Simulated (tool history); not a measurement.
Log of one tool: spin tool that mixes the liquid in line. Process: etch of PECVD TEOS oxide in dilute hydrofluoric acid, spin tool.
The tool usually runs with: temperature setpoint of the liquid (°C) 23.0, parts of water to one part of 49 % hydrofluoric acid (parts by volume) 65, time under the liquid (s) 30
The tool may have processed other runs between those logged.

run,hour,temperature setpoint of the liquid (°C),parts of water to one part of 49 % hydrofluoric acid (parts by volume),time under the liquid (s),wafers since the last listed run,hours since the thermometer was replaced,hours since the hydrofluoric acid flow meter was replaced,hours since the gauge calibration,"read-back film thickness of the PECVD TEOS oxide reference wafer, read on the same gauge (nm)",thickness taken off the PECVD TEOS oxide on a monitor wafer (nm)
1,0.0,23.0,65,30,0,1180.6,290.8,590.3,110.02,5.80
2,40.0,23.0,65,30,514,1220.6,330.8,630.3,109.99,5.77
3,68.7,20.0,65,30,369,1249.3,359.5,659.0,110.03,5.12
4,137.9,20.0,65,30,890,1318.5,428.7,728.2,110.03,5.05
5,177.0,23.0,65,30,503,1357.6,467.8,767.3,109.99,5.81
6,226.6,23.0,65,30,638,1407.2,517.4,816.9,110.04,5.76
7,279.0,23.0,40,30,674,1459.6,569.8,869.3,110.00,9.88
8,326.6,23.0,40,30,612,1507.2,617.4,916.9,110.02,9.83
# hour 379.3: thermometer replaced
9,387.3,23.0,40,30,768,8.0,678.1,977.6,110.01,10.37
# hour 433.0: hydrofluoric acid flow meter replaced
10,457.1,23.0,65,30,885,77.8,24.1,1047.4,110.00,6.19
11,489.4,26.5,80,50,415,110.1,56.4,1079.7,110.04,9.37
12,560.0,23.0,80,45,908,180.7,127.0,1150.3,110.01,7.50
13,617.3,24.5,65,30,737,238.0,184.3,1207.6,110.00,6.56
14,682.8,26.5,90,35,842,303.5,249.8,1273.1,109.98,5.70
15,711.2,23.0,65,30,365,331.9,278.2,1301.5,110.01,6.25
16,736.5,25.5,65,30,325,357.2,303.5,1326.8,110.01,6.85
# hour 773.0: thermometer replaced, repeated, since the last time left the tool worse
# hour 797.9: gauge calibrated
17,799.6,21.5,65,40,799,26.6,366.6,1.7,110.02,6.99
18,999.4,23.0,80,15,2571,226.4,566.4,201.5,110.02,2.22
19,1047.1,23.0,85,20,613,274.1,614.1,249.2,110.00,2.76
20,1096.2,23.0,65,30,631,323.2,663.2,298.3,110.02,5.62
# hour 1115.4: hydrofluoric acid flow meter replaced
21,1158.6,21.0,40,20,790,385.6,43.2,360.7,110.02,5.78
22,1205.7,23.0,65,15,606,432.7,90.3,407.8,110.03,2.80
23,1243.6,25.0,45,30,487,470.6,128.2,445.7,110.02,8.96
24,1276.2,26.5,85,50,419,503.2,160.8,478.3,109.97,7.89
25,1310.7,26.0,50,45,443,537.7,195.3,512.8,109.98,12.47
26,1367.7,27.0,65,40,733,594.7,252.3,569.8,110.00,8.75
27,1434.8,23.0,65,20,863,661.8,319.4,636.9,110.00,3.74
28,1474.5,27.0,65,15,510,701.5,359.1,676.6,109.96,3.26
29,1507.7,23.0,65,30,427,734.7,392.3,709.8,109.99,5.77
30,1562.6,23.0,45,30,706,789.6,447.2,764.7,110.01,8.41
31,1616.0,23.0,50,15,687,843.0,500.6,818.1,110.04,3.71
32,1652.6,23.0,65,30,470,879.6,537.2,854.7,110.00,5.73
33,1689.6,18.0,65,30,476,916.6,574.2,891.7,109.95,4.69
34,1750.7,26.0,50,45,786,977.7,635.3,952.8,110.00,12.98

Describe how what the log doesn't record of the tool's condition differs between the last listed run preceding each entry between runs and the first listed run following it.
After run 8, before run 9: thermometer replaced (hour 379.3)
  liquid hotter than its thermometer reads (K): 1.45 -> 2.89
  measured minus no-state result, thickness taken off the PECVD TEOS oxide on a monitor wafer (nm): +0.57 -> +1.17
After run 9, before run 10: hydrofluoric acid flow meter replaced (hour 433.0)
  liquid hotter than its thermometer reads (K): 2.89 -> 2.96
  measured minus no-state result, thickness taken off the PECVD TEOS oxide on a monitor wafer (nm): +1.17 -> +0.70
After run 16, before run 17: thermometer replaced, repeated, since the last time left the tool worse (hour 773.0); gauge calibrated (hour 797.9)
  liquid hotter than its thermometer reads (K): 3.22 -> 0.0432
  measured minus no-state result, thickness taken off the PECVD TEOS oxide on a monitor wafer (nm): +0.82 -> +0.01
After run 20, before run 21: hydrofluoric acid flow meter replaced (hour 1115.4)
  liquid hotter than its thermometer reads (K): 0.322 -> 0.38
  measured minus no-state result, thickness taken off the PECVD TEOS oxide on a monitor wafer (nm): +0.07 -> +0.09
